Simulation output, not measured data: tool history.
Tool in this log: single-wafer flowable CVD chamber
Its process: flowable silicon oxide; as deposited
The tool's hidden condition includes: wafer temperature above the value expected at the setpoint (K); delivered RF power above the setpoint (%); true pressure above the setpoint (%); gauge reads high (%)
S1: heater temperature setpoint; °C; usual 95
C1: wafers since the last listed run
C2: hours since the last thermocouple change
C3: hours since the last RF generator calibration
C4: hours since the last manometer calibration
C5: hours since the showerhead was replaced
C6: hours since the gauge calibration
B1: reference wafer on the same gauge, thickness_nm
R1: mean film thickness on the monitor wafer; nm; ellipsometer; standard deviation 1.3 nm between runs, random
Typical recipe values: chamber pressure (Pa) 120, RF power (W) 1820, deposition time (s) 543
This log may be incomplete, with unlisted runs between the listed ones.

run 1 hour=0 | S1=95 chamber_pressure_(Pa)=120 RF_power_(W)=1820 deposition_time_(s)=604 | C1=0 C2=1791.5 C3=1562.8 C4=1260.1 C5=4493.1 C6=538.2 | B1=393.301 | R1=533.193
run 2 hour=16.7 | S1=95 chamber_pressure_(Pa)=120 RF_power_(W)=1820 deposition_time_(s)=604 | C1=58 C2=1808.2 C3=1579.5 C4=1276.8 C5=4509.8 C6=554.9 | B1=393.213 | R1=531.562
-- hour=31.3 capacitance manometer re-zeroed and calibrated
run 3 hour=31.8 | S1=95 chamber_pressure_(Pa)=120 RF_power_(W)=1820 deposition_time_(s)=604 | C1=25 C2=1823.3 C3=1594.6 C4=0.5 C5=4524.9 C6=570 | B1=393.193 | R1=494.887
run 4 hour=41.3 | S1=95 chamber_pressure_(Pa)=120 RF_power_(W)=1820 deposition_time_(s)=543 | C1=33 C2=1832.8 C3=1604.1 C4=10 C5=4534.4 C6=579.5 | B1=393.034 | R1=446.496
run 5 hour=51.9 | S1=95 chamber_pressure_(Pa)=120 RF_power_(W)=1820 deposition_time_(s)=543 | C1=37 C2=1843.4 C3=1614.7 C4=20.6 C5=4545 C6=590.1 | B1=393.076 | R1=445.429
run 6 hour=59.5 | S1=95 chamber_pressure_(Pa)=120 RF_power_(W)=1820 deposition_time_(s)=543 | C1=26 C2=1851 C3=1622.3 C4=28.2 C5=4552.6 C6=597.7 | B1=392.724 | R1=444.184
-- hour=68.9 showerhead replaced, of another model than before
run 7 hour=74.3 | S1=95 chamber_pressure_(Pa)=120 RF_power_(W)=1820 deposition_time_(s)=543 | C1=24 C2=1865.8 C3=1637.1 C4=43 C5=5.4 C6=612.5 | B1=392.886 | R1=446.436
run 8 hour=91 | S1=101 chamber_pressure_(Pa)=120 RF_power_(W)=1820 deposition_time_(s)=543 | C1=58 C2=1882.5 C3=1653.8 C4=59.7 C5=22.1 C6=629.2 | B1=392.686 | R1=368.343
-- hour=104.6 RF generator calibrated
run 9 hour=105.1 | S1=108 chamber_pressure_(Pa)=120 RF_power_(W)=2095 deposition_time_(s)=543 | C1=21 C2=1896.6 C3=0.5 C4=73.8 C5=36.2 C6=643.3 | B1=393.165 | R1=294.978
run 10 hour=116.3 | S1=84 chamber_pressure_(Pa)=99.9 RF_power_(W)=2070 deposition_time_(s)=543 | C1=39 C2=1907.8 C3=11.7 C4=85 C5=47.4 C6=654.5 | B1=392.762 | R1=566.498
run 11 hour=127.3 | S1=95 chamber_pressure_(Pa)=120 RF_power_(W)=1520 deposition_time_(s)=543 | C1=38 C2=1918.8 C3=22.7 C4=96 C5=58.4 C6=665.5 | B1=392.972 | R1=432.218
-- hour=137.6 gauge calibrated
run 12 hour=143.6 | S1=95 chamber_pressure_(Pa)=91.5 RF_power_(W)=2050 deposition_time_(s)=543 | C1=57 C2=1935.1 C3=39 C4=112.3 C5=74.7 C6=6 | B1=392.696 | R1=380.205
run 13 hour=152.6 | S1=99 chamber_pressure_(Pa)=120 RF_power_(W)=1970 deposition_time_(s)=591 | C1=31 C2=1944.1 C3=48 C4=121.3 C5=83.7 C6=15 | B1=393.149 | R1=429.679
run 14 hour=164.5 | S1=101 chamber_pressure_(Pa)=142 RF_power_(W)=1955 deposition_time_(s)=513 | C1=42 C2=1956 C3=59.9 C4=133.2 C5=95.6 C6=26.9 | B1=392.945 | R1=393.768
run 15 hour=171.1 | S1=86 chamber_pressure_(Pa)=120 RF_power_(W)=1915 deposition_time_(s)=543 | C1=23 C2=1962.6 C3=66.5 C4=139.8 C5=102.2 C6=33.5 | B1=393.026 | R1=591.99
run 16 hour=179.6 | S1=95 chamber_pressure_(Pa)=120 RF_power_(W)=1820 deposition_time_(s)=543 | C1=30 C2=1971.1 C3=75 C4=148.3 C5=110.7 C6=42 | B1=393.088 | R1=444.739
run 17 hour=192.3 | S1=95 chamber_pressure_(Pa)=149.9 RF_power_(W)=1820 deposition_time_(s)=543 | C1=44 C2=1983.8 C3=87.7 C4=161 C5=123.4 C6=54.7 | B1=392.722 | R1=519.744
run 18 hour=204.3 | S1=102 chamber_pressure_(Pa)=128 RF_power_(W)=1995 deposition_time_(s)=602 | C1=42 C2=1995.8 C3=99.7 C4=173 C5=135.4 C6=66.7 | B1=393.075 | R1=414.921
run 19 hour=210.6 | S1=110 chamber_pressure_(Pa)=134.5 RF_power_(W)=1820 deposition_time_(s)=543 | C1=22 C2=2002.1 C3=106 C4=179.3 C5=141.7 C6=73 | B1=393.054 | R1=294.044
-- hour=241.7 thermocouple changed; heater temperature recalibrated
run 20 hour=255.9 | S1=102 chamber_pressure_(Pa)=128.8 RF_power_(W)=1680 deposition_time_(s)=650 | C1=131 C2=14.2 C3=151.3 C4=224.6 C5=187 C6=118.3 | B1=392.968 | R1=439.2
run 21 hour=268.9 | S1=95 chamber_pressure_(Pa)=149.9 RF_power_(W)=1820 deposition_time_(s)=543 | C1=45 C2=27.2 C3=164.3 C4=237.6 C5=200 C6=131.3 | B1=393.237 | R1=519.57
run 22 hour=285.5 | S1=100 chamber_pressure_(Pa)=120 RF_power_(W)=1820 deposition_time_(s)=611 | C1=58 C2=43.8 C3=180.9 C4=254.2 C5=216.6 C6=147.9 | B1=393.044 | R1=426.033
run 23 hour=292.7 | S1=87 chamber_pressure_(Pa)=120 RF_power_(W)=2090 deposition_time_(s)=644 | C1=25 C2=51 C3=188.1 C4=261.4 C5=223.8 C6=155.1 | B1=393.185 | R1=692.607
run 24 hour=310.4 | S1=90 chamber_pressure_(Pa)=109.6 RF_power_(W)=1820 deposition_time_(s)=543 | C1=62 C2=68.7 C3=205.8 C4=279.1 C5=241.5 C6=172.8 | B1=393.103 | R1=496.409
run 25 hour=324.2 | S1=95 chamber_pressure_(Pa)=120 RF_power_(W)=1820 deposition_time_(s)=543 | C1=48 C2=82.5 C3=219.6 C4=292.9 C5=255.3 C6=186.6 | B1=392.918 | R1=444.95
run 26 hour=336.9 | S1=95 chamber_pressure_(Pa)=120 RF_power_(W)=1820 deposition_time_(s)=543 | C1=44 C2=95.2 C3=232.3 C4=305.6 C5=268 C6=199.3 | B1=392.73 | R1=448.594
run 27 hour=344.3 | S1=95 chamber_pressure_(Pa)=120 RF_power_(W)=1465 deposition_time_(s)=543 | C1=26 C2=102.6 C3=239.7 C4=313 C5=275.4 C6=206.7 | B1=392.954 | R1=428.692
run 28 hour=352.1 | S1=82 chamber_pressure_(Pa)=120 RF_power_(W)=2100 deposition_time_(s)=543 | C1=27 C2=110.4 C3=247.5 C4=320.8 C5=283.2 C6=214.5 | B1=392.867 | R1=678.621

Below are 4 alternative next runs, each starting from the tool's condition after run 28. Predict each:
run A hour=352.7 | S1=95 chamber_pressure_(Pa)=120 RF_power_(W)=1820 deposition_time_(s)=543 | C1=2 C2=111 C3=248.1 C4=321.4 C5=283.8 C6=215.1 | B1=? | R1=?
run B hour=352.7 | S1=104 chamber_pressure_(Pa)=142.9 RF_power_(W)=1820 deposition_time_(s)=543 | C1=2 C2=111 C3=248.1 C4=321.4 C5=283.8 C6=215.1 | B1=? | R1=?
run C hour=352.7 | S1=88 chamber_pressure_(Pa)=120 RF_power_(W)=1820 deposition_time_(s)=503 | C1=2 C2=111 C3=248.1 C4=321.4 C5=283.8 C6=215.1 | B1=? | R1=?
run D hour=352.7 | S1=109 chamber_pressure_(Pa)=145.3 RF_power_(W)=1820 deposition_time_(s)=543 | C1=2 C2=111 C3=248.1 C4=321.4 C5=283.8 C6=215.1 | B1=? | R1=?

run=A B1=393.078 R1=446.976
run=B B1=393.078 R1=374.806
run=C B1=393.078 R1=518.051
run=D B1=393.078 R1=322.093
The same runs, with their run-to-run variation unchanged, on a tool lacking any hidden condition would have given:
run=A R1=448.028
run=B R1=375.689
run=C R1=519.271
run=D R1=322.852

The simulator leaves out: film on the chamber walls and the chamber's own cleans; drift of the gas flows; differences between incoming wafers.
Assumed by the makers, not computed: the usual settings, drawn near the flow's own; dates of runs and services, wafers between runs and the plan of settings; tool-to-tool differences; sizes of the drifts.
